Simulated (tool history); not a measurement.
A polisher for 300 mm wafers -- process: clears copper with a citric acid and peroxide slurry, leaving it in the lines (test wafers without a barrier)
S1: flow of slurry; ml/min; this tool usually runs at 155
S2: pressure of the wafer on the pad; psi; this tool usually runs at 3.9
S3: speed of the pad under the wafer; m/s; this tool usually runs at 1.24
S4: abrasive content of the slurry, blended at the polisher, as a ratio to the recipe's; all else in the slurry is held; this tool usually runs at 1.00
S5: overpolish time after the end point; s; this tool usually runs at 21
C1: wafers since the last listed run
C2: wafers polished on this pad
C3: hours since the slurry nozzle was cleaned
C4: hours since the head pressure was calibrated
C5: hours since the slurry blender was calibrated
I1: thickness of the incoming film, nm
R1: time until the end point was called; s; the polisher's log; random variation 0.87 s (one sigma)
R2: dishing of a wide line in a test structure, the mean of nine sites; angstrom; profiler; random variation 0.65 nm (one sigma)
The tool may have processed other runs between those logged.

run   hour   S1   S2    S3    S4  S5   C1   C2     C3      C4     C5     I1     R1   R2
  1    0.0  155  3.9  1.24  1.00  21    0  402  344.6  1139.1   91.9  282.0   81.0  514
  2   18.4  155  3.9  1.24  1.00  21  196  598  363.0  1157.5  110.3  285.1   83.2  518
  3   38.2  155  3.9  1.24  0.80  21  211  810  382.8  1177.3  130.1  288.5   87.4  488
      45.7  -- worn pad replaced by a new one
  4   73.2  155  3.9  1.24  0.80  21  331  293  417.8  1212.3  165.1  288.2   91.4  480
  5  106.8  155  3.9  1.24  1.00  21  359  653  451.4  1245.9  198.7  282.1   83.7  499
     131.2  -- head pressure recalibrated
     139.4  -- worn pad replaced by a new one
  6  139.9  155  4.4  1.24  1.00  21  289    5  484.5     8.7  231.8  281.9   76.3  554
     145.2  -- slurry blender recalibrated
  7  174.0  155  4.4  1.24  1.00  21  343  348  518.6    42.8   28.8  286.9   71.1  588
  8  196.9  155  4.4  1.24  1.00  21  244  593  541.5    65.7   51.7  290.7   70.8  574
     212.4  -- worn pad replaced by a new one
  9  230.8  155  3.9  1.24  1.00  21  319  196  575.4    99.6   85.6  282.4   81.5  516
     237.6  -- slurry nozzle cleaned
 10  244.5  155  3.9  1.40  0.75  21  135  332    6.9   113.3   99.3  283.1   78.9  527
 11  277.1  155  2.7  1.24  0.80   9  348  681   39.5   145.9  131.9  286.1  123.8  163
     307.8  -- worn pad replaced by a new one
 12  308.3  190  3.9  1.12  1.00  16  290    5   70.7   177.1  163.1  283.1   87.5  384
 13  321.2  185  4.6  1.24  1.00  29  138  143   83.6   190.0  176.0  286.3   70.2  766
 14  346.2  155  3.9  1.24  1.00  21  267  410  108.6   215.0  201.0  284.9   84.5  499
 15  364.2  155  3.9  1.24  1.00  21  192  603  126.6   233.0  219.0  288.7   86.1  501
     380.5  -- worn pad replaced by a new one
 16  384.3  130  3.9  0.96  1.00  21  172   40  146.7   253.1  239.1  290.9  112.7  398
     390.8  -- slurry blender recalibrated
 17  412.0  105  3.9  1.24  1.00  12  274  315  174.4   280.8   21.2  286.4   89.0  296

Take each entry between the runs: how does the hidden state at the last listed run before it differ from the hidden state at the first listed run after it?
From run 3 to run 4: worn pad replaced by a new one (hour 45.7)
  abrasive missing from the slurry, %: 16.9 -> 21
  difference, measured minus the result without the unlogged condition, R1: +4.1 -> +5.4 s; R2: -19 -> -24 angstrom
From run 5 to run 6: head pressure recalibrated (hour 131.2); worn pad replaced by a new one (hour 139.4)
  abrasive missing from the slurry, %: 25 -> 28.9
  difference, measured minus the result without the unlogged condition, R1: +6.2 -> +6.7 s; R2: -32 -> -41 angstrom
From run 6 to run 7: slurry blender recalibrated (hour 145.2)
  abrasive missing from the slurry, %: 28.9 -> 4.95
  difference, measured minus the result without the unlogged condition, R1: +6.7 -> +1.0 s; R2: -41 -> -6 angstrom
From run 8 to run 9: worn pad replaced by a new one (hour 212.4)
  abrasive missing from the slurry, %: 7.65 -> 11.7
  difference, measured minus the result without the unlogged condition, R1: +1.5 -> +2.7 s; R2: -10 -> -14 angstrom
From run 9 to run 10: slurry nozzle cleaned (hour 237.6)
  abrasive missing from the slurry, %: 11.7 -> 13.3
  difference, measured minus the result without the unlogged condition, R1: +2.7 -> +2.8 s; R2: -14 -> -16 angstrom
From run 11 to run 12: worn pad replaced by a new one (hour 307.8)
  abrasive missing from the slurry, %: 17.1 -> 20.8
  difference, measured minus the result without the unlogged condition, R1: +5.8 -> +5.3 s; R2: -8 -> -21 angstrom
From run 15 to run 16: worn pad replaced by a new one (hour 380.5)
  abrasive missing from the slurry, %: 27.4 -> 29.8
  difference, measured minus the result without the unlogged condition, R1: +7.1 -> +10.2 s; R2: -36 -> -33 angstrom
From run 16 to run 17: slurry blender recalibrated (hour 390.8)
  abrasive missing from the slurry, %: 29.8 -> 6.28
  difference, measured minus the result without the unlogged condition, R1: +10.2 -> +1.5 s; R2: -33 -> -5 angstrom
